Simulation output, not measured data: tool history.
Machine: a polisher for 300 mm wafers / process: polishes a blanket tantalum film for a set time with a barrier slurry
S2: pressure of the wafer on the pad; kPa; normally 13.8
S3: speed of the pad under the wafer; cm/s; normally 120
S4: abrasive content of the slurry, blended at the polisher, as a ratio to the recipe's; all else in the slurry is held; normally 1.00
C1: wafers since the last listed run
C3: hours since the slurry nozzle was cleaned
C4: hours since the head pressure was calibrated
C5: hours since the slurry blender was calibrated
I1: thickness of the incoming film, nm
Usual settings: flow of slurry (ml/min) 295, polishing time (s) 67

{"run": 1, "day": 0.0, "flow of slurry (ml/min)": 295, "S2": 13.8, "S3": 100, "S4": 1.0, "polishing time (s)": 67, "C1": 0, "wafers polished on this pad": 307, "C3": 4.6, "C4": 367.5, "C5": 217.2, "I1": 391.0, "film removed (angstrom)": 863}
{"day": 1.083, "done": "slurry blender recalibrated"}
{"run": 2, "day": 1.558, "flow of slurry (ml/min)": 295, "S2": 13.8, "S3": 120, "S4": 1.0, "polishing time (s)": 67, "C1": 332, "wafers polished on this pad": 639, "C3": 42.0, "C4": 404.9, "C5": 11.4, "I1": 391.4, "film removed (angstrom)": 1103}
{"run": 3, "day": 4.475, "flow of slurry (ml/min)": 295, "S2": 13.8, "S3": 120, "S4": 1.0, "polishing time (s)": 67, "C1": 657, "wafers polished on this pad": 1297, "C3": 112.0, "C4": 474.9, "C5": 81.4, "I1": 393.1, "film removed (angstrom)": 1041}
{"day": 6.521, "done": "worn pad replaced by a new one"}
{"run": 4, "day": 6.708, "flow of slurry (ml/min)": 295, "S2": 13.8, "S3": 120, "S4": 1.0, "polishing time (s)": 67, "C1": 465, "wafers polished on this pad": 41, "C3": 165.6, "C4": 528.5, "C5": 135.0, "I1": 387.3, "film removed (angstrom)": 987}
{"run": 5, "day": 8.421, "flow of slurry (ml/min)": 295, "S2": 13.8, "S3": 120, "S4": 1.0, "polishing time (s)": 67, "C1": 385, "wafers polished on this pad": 427, "C3": 206.7, "C4": 569.6, "C5": 176.1, "I1": 393.9, "film removed (angstrom)": 982}
{"day": 10.958, "done": "slurry blender recalibrated"}
{"run": 6, "day": 10.996, "flow of slurry (ml/min)": 295, "S2": 13.8, "S3": 120, "S4": 1.0, "polishing time (s)": 67, "C1": 561, "wafers polished on this pad": 989, "C3": 268.5, "C4": 631.4, "C5": 0.9, "I1": 389.8, "film removed (angstrom)": 1074}
{"day": 12.729, "done": "head pressure recalibrated"}
{"run": 7, "day": 13.142, "flow of slurry (ml/min)": 295, "S2": 13.8, "S3": 120, "S4": 1.0, "polishing time (s)": 67, "C1": 464, "wafers polished on this pad": 1453, "C3": 320.0, "C4": 9.9, "C5": 52.4, "I1": 393.3, "film removed (angstrom)": 1100}
{"day": 13.604, "done": "worn pad replaced by a new one"}
{"day": 13.804, "done": "slurry nozzle cleaned"}
{"run": 8, "day": 15.704, "flow of slurry (ml/min)": 295, "S2": 13.8, "S3": 120, "S4": 1.0, "polishing time (s)": 67, "C1": 530, "wafers polished on this pad": 464, "C3": 45.6, "C4": 71.4, "C5": 113.9, "I1": 394.4, "film removed (angstrom)": 1038}
{"run": 9, "day": 17.333, "flow of slurry (ml/min)": 295, "S2": 13.8, "S3": 120, "S4": 1.0, "polishing time (s)": 67, "C1": 367, "wafers polished on this pad": 831, "C3": 84.7, "C4": 110.5, "C5": 153.0, "I1": 385.5, "film removed (angstrom)": 1006}
{"run": 10, "day": 18.475, "flow of slurry (ml/min)": 295, "S2": 13.8, "S3": 120, "S4": 1.0, "polishing time (s)": 54, "C1": 257, "wafers polished on this pad": 1088, "C3": 112.1, "C4": 137.9, "C5": 180.4, "I1": 388.1, "film removed (angstrom)": 817}
{"run": 11, "day": 19.588, "flow of slurry (ml/min)": 295, "S2": 11.7, "S3": 120, "S4": 1.0, "polishing time (s)": 45, "C1": 250, "wafers polished on this pad": 1339, "C3": 138.8, "C4": 164.6, "C5": 207.1, "I1": 389.6, "film removed (angstrom)": 603}
{"day": 20.375, "done": "slurry blender recalibrated"}
{"day": 22.446, "done": "worn pad replaced by a new one"}
{"run": 12, "day": 22.504, "flow of slurry (ml/min)": 295, "S2": 13.8, "S3": 120, "S4": 1.0, "polishing time (s)": 67, "C1": 600, "wafers polished on this pad": 13, "C3": 208.8, "C4": 234.6, "C5": 51.1, "I1": 390.3, "film removed (angstrom)": 1068}
{"run": 13, "day": 23.962, "flow of slurry (ml/min)": 215, "S2": 13.8, "S3": 158, "S4": 1.15, "polishing time (s)": 55, "C1": 328, "wafers polished on this pad": 342, "C3": 243.8, "C4": 269.6, "C5": 86.1, "I1": 394.3, "film removed (angstrom)": 1058}
{"run": 14, "day": 25.171, "flow of slurry (ml/min)": 295, "S2": 13.8, "S3": 120, "S4": 1.0, "polishing time (s)": 67, "C1": 272, "wafers polished on this pad": 614, "C3": 272.8, "C4": 298.6, "C5": 115.1, "I1": 385.2, "film removed (angstrom)": 1028}
{"day": 25.775, "done": "slurry nozzle cleaned"}
{"run": 15, "day": 27.388, "flow of slurry (ml/min)": 295, "S2": 13.8, "S3": 120, "S4": 1.0, "polishing time (s)": 67, "C1": 490, "wafers polished on this pad": 1104, "C3": 38.7, "C4": 351.8, "C5": 168.3, "I1": 395.3, "film removed (angstrom)": 994}
{"run": 16, "day": 28.471, "flow of slurry (ml/min)": 295, "S2": 17.2, "S3": 104, "S4": 1.15, "polishing time (s)": 85, "C1": 244, "wafers polished on this pad": 1348, "C3": 64.7, "C4": 377.8, "C5": 194.3, "I1": 390.2, "film removed (angstrom)": 1362}
{"day": 30.083, "done": "slurry blender recalibrated"}
{"day": 30.896, "done": "worn pad replaced by a new one"}
{"run": 17, "day": 31.021, "flow of slurry (ml/min)": 270, "S2": 13.8, "S3": 120, "S4": 1.25, "polishing time (s)": 53, "C1": 518, "wafers polished on this pad": 28, "C3": 125.9, "C4": 439.0, "C5": 22.5, "I1": 389.6, "film removed (angstrom)": 912}
{"run": 18, "day": 33.979, "flow of slurry (ml/min)": 295, "S2": 9.0, "S3": 120, "S4": 1.0, "polishing time (s)": 67, "C1": 666, "wafers polished on this pad": 694, "C3": 196.9, "C4": 510.0, "C5": 93.5, "I1": 391.0, "film removed (angstrom)": 806}
{"run": 19, "day": 35.646, "flow of slurry (ml/min)": 295, "S2": 13.8, "S3": 120, "S4": 1.0, "polishing time (s)": 67, "C1": 375, "wafers polished on this pad": 1070, "C3": 236.9, "C4": 550.0, "C5": 133.5, "I1": 383.7, "film removed (angstrom)": 960}
{"run": 20, "day": 37.938, "flow of slurry (ml/min)": 295, "S2": 17.9, "S3": 120, "S4": 0.85, "polishing time (s)": 67, "C1": 516, "wafers polished on this pad": 1586, "C3": 291.9, "C4": 605.0, "C5": 188.5, "I1": 392.2, "film removed (angstrom)": 1062}
{"day": 38.604, "done": "worn pad replaced by a new one"}
{"run": 21, "day": 39.258, "flow of slurry (ml/min)": 295, "S2": 13.8, "S3": 120, "S4": 0.9, "polishing time (s)": 57, "C1": 260, "wafers polished on this pad": 147, "C3": 323.6, "C4": 636.7, "C5": 220.2, "I1": 393.5, "film removed (angstrom)": 773}

Exercise: give the hidden state of the tool at every run:
removal rate lost through wear of the pad, %: 0 at every run
slurry flow missing at the pad, %: 0 at every run
H1: deviation of the head's pressure from its setpoint, %
H2: abrasive missing from the slurry, %
run=1 H1=-4.94 H2=38.9
run=2 H1=-5.6 H2=4.55
run=3 H1=-6.99 H2=22.4
run=4 H1=-8.2 H2=29
run=5 H1=-9.22 H2=32
run=6 H1=-10.9 H2=2.51
run=7 H1=-0.895 H2=18.8
run=8 H1=-1.01 H2=29
run=9 H1=-1.17 H2=32.6
run=10 H1=-1.32 H2=34.3
run=11 H1=-1.5 H2=35.6
run=12 H1=-2.14 H2=18.4
run=13 H1=-2.53 H2=25.2
run=14 H1=-2.91 H2=29
run=15 H1=-3.69 H2=33.5
run=16 H1=-4.12 H2=34.9
run=17 H1=-5.25 H2=9.92
run=18 H1=-6.77 H2=25.8
run=19 H1=-7.73 H2=30.4
run=20 H1=-9.16 H2=34.1
run=21 H1=-10 H2=35.4

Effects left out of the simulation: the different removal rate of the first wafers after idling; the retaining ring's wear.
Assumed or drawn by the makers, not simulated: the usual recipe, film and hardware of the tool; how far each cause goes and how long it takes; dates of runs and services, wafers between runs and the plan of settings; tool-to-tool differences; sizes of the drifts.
